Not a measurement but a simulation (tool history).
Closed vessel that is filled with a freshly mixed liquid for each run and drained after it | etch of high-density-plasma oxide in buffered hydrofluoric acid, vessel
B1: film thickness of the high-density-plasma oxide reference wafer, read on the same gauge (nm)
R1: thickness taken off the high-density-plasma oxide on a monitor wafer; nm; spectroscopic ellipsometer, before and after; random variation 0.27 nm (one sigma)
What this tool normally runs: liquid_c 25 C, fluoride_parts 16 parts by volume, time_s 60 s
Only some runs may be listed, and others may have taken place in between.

{"run": 1, "hour": 0.0, "liquid_c": 25, "fluoride_parts": 16, "time_s": 60, "B1": 120, "R1": 58.4}
{"run": 2, "hour": 23.0, "liquid_c": 25, "fluoride_parts": 16, "time_s": 70, "B1": 120, "R1": 67.12}
{"run": 3, "hour": 55.8, "liquid_c": 25, "fluoride_parts": 16, "time_s": 70, "B1": 120, "R1": 67.8}
{"run": 4, "hour": 70.1, "liquid_c": 22, "fluoride_parts": 16, "time_s": 30, "B1": 119.99, "R1": 24.48}
{"run": 5, "hour": 83.3, "liquid_c": 22, "fluoride_parts": 16, "time_s": 30, "B1": 119.99, "R1": 24.42}
{"run": 6, "hour": 99.6, "liquid_c": 25, "fluoride_parts": 18, "time_s": 40, "B1": 120.03, "R1": 34.06}
{"run": 7, "hour": 117.4, "liquid_c": 28, "fluoride_parts": 16, "time_s": 60, "B1": 120.01, "R1": 67.59}
{"hour": 150.9, "done": "thermometer replaced"}
{"run": 8, "hour": 151.9, "liquid_c": 25, "fluoride_parts": 21, "time_s": 75, "B1": 120.01, "R1": 57.8}
{"run": 9, "hour": 184.9, "liquid_c": 22, "fluoride_parts": 11, "time_s": 60, "B1": 119.98, "R1": 70.66}
{"hour": 189.2, "done": "gauge calibrated"}
{"run": 10, "hour": 200.8, "liquid_c": 26.5, "fluoride_parts": 10, "time_s": 60, "B1": 120, "R1": 99.07}
{"hour": 209.0, "done": "hydrofluoric acid flow meter replaced"}
{"run": 11, "hour": 223.1, "liquid_c": 28, "fluoride_parts": 9.5, "time_s": 35, "B1": 119.99, "R1": 71.99}
{"run": 12, "hour": 249.5, "liquid_c": 27.5, "fluoride_parts": 10.5, "time_s": 60, "B1": 119.96, "R1": 110}
{"run": 13, "hour": 274.8, "liquid_c": 25, "fluoride_parts": 16, "time_s": 70, "B1": 119.99, "R1": 74.2}
{"run": 14, "hour": 292.3, "liquid_c": 25, "fluoride_parts": 16, "time_s": 60, "B1": 120, "R1": 64.12}

What if the next run were any one of these 4? Each begins from the tool's condition after run 14:
{"run": "A", "hour": 293.0, "liquid_c": 25, "fluoride_parts": 18.5, "time_s": 60, "B1": "?", "R1": "?"}
{"run": "B", "hour": 293.0, "liquid_c": 25, "fluoride_parts": 16, "time_s": 80, "B1": "?", "R1": "?"}
{"run": "C", "hour": 293.0, "liquid_c": 23, "fluoride_parts": 16, "time_s": 60, "B1": "?", "R1": "?"}
{"run": "D", "hour": 293.0, "liquid_c": 22.5, "fluoride_parts": 18.5, "time_s": 50, "B1": "?", "R1": "?"}

run=A B1=120 R1=55.5
run=B B1=120 R1=85.37
run=C B1=120 R1=57.4
run=D B1=120 R1=40.33
With the hidden condition removed and each run's random variation left untouched, the same runs would have given:
run=A R1=56.37
run=B R1=86.72
run=C R1=58.3
run=D R1=40.96

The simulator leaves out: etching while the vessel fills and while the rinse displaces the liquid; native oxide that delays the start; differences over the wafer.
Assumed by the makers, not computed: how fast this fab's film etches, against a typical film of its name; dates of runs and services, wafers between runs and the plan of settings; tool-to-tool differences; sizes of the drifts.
